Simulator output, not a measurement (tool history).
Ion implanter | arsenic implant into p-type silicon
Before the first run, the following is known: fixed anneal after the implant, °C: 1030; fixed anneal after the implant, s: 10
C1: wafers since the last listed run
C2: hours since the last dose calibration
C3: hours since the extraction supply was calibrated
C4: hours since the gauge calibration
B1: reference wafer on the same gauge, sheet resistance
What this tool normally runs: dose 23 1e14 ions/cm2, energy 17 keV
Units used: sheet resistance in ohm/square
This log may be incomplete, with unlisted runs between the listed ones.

{"run": 1, "hour": 0.0, "dose": 23, "energy": 17, "C1": 0, "C2": 277.3, "C3": 6045.5, "C4": 655.8, "B1": 124.95, "sheet resistance": 107.8}
{"run": 2, "hour": 201.0, "dose": 23, "energy": 17, "C1": 3093, "C2": 478.3, "C3": 6246.5, "C4": 856.8, "B1": 124.98, "sheet resistance": 108.42}
{"run": 3, "hour": 235.2, "dose": 23, "energy": 17, "C1": 526, "C2": 512.5, "C3": 6280.7, "C4": 891, "B1": 125, "sheet resistance": 108.2}
{"run": 4, "hour": 427.1, "dose": 23, "energy": 17, "C1": 2953, "C2": 704.4, "C3": 6472.6, "C4": 1082.9, "B1": 124.99, "sheet resistance": 108.32}
{"hour": 476.5, "done": "Faraday cup replaced and dose calibrated"}
{"hour": 509.4, "done": "extraction supply calibrated"}
{"run": 5, "hour": 576.0, "dose": 23, "energy": 17, "C1": 2045, "C2": 99.5, "C3": 66.6, "C4": 1231.8, "B1": 124.98, "sheet resistance": 108.03}
{"run": 6, "hour": 623.9, "dose": 23, "energy": 17, "C1": 737, "C2": 147.4, "C3": 114.5, "C4": 1279.7, "B1": 124.99, "sheet resistance": 107.81}
{"run": 7, "hour": 648.2, "dose": 23, "energy": 17, "C1": 373, "C2": 171.7, "C3": 138.8, "C4": 1304, "B1": 124.99, "sheet resistance": 108.13}
{"run": 8, "hour": 683.2, "dose": 23, "energy": 17, "C1": 538, "C2": 206.7, "C3": 173.8, "C4": 1339, "B1": 125, "sheet resistance": 108.05}
{"run": 9, "hour": 724.4, "dose": 23, "energy": 17, "C1": 634, "C2": 247.9, "C3": 215, "C4": 1380.2, "B1": 125.01, "sheet resistance": 107.91}
{"run": 10, "hour": 790.9, "dose": 19.53, "energy": 15.5, "C1": 1023, "C2": 314.4, "C3": 281.5, "C4": 1446.7, "B1": 125, "sheet resistance": 114.19}
{"run": 11, "hour": 852.2, "dose": 16.25, "energy": 22, "C1": 943, "C2": 375.7, "C3": 342.8, "C4": 1508, "B1": 124.96, "sheet resistance": 107.83}
{"run": 12, "hour": 980.7, "dose": 17.76, "energy": 21, "C1": 1977, "C2": 504.2, "C3": 471.3, "C4": 1636.5, "B1": 124.98, "sheet resistance": 107.21}
{"hour": 1119.8, "done": "gauge calibrated"}
{"run": 13, "hour": 1188.7, "dose": 17.46, "energy": 13.5, "C1": 3200, "C2": 712.2, "C3": 679.3, "C4": 68.9, "B1": 124.95, "sheet resistance": 121.31}
{"run": 14, "hour": 1219.3, "dose": 18.99, "energy": 13.5, "C1": 470, "C2": 742.8, "C3": 709.9, "C4": 99.5, "B1": 124.99, "sheet resistance": 119.11}
{"hour": 1229.3, "done": "Faraday cup replaced and dose calibrated"}
{"run": 15, "hour": 1272.7, "dose": 16.85, "energy": 21, "C1": 698, "C2": 43.4, "C3": 763.3, "C4": 152.9, "B1": 124.98, "sheet resistance": 107.24}
{"run": 16, "hour": 1396.5, "dose": 27.99, "energy": 11.5, "C1": 1905, "C2": 167.2, "C3": 887.1, "C4": 276.7, "B1": 125.07, "sheet resistance": 115.43}
{"run": 17, "hour": 1460.8, "dose": 23, "energy": 17, "C1": 989, "C2": 231.5, "C3": 951.4, "C4": 341, "B1": 125, "sheet resistance": 107.92}
{"run": 18, "hour": 1496.4, "dose": 23, "energy": 17, "C1": 547, "C2": 267.1, "C3": 987, "C4": 376.6, "B1": 125.01, "sheet resistance": 107.99}

What was the tool's hidden state at every run in the log?
deviation of the true energy from its setpoint, %: 0 on each run
gauge reads high (%): 0 on each run
H1: deviation of the true dose from the Faraday cup's reading, %
run=1 H1=-3.87
run=2 H1=-4.85
run=3 H1=-4.96
run=4 H1=-5.35
run=5 H1=-2.59
run=6 H1=-3.19
run=7 H1=-3.45
run=8 H1=-3.8
run=9 H1=-4.14
run=10 H1=-4.6
run=11 H1=-4.93
run=12 H1=-5.42
run=13 H1=-5.85
run=14 H1=-5.89
run=15 H1=-1.23
run=16 H1=-2.9
run=17 H1=-3.5
run=18 H1=-3.78

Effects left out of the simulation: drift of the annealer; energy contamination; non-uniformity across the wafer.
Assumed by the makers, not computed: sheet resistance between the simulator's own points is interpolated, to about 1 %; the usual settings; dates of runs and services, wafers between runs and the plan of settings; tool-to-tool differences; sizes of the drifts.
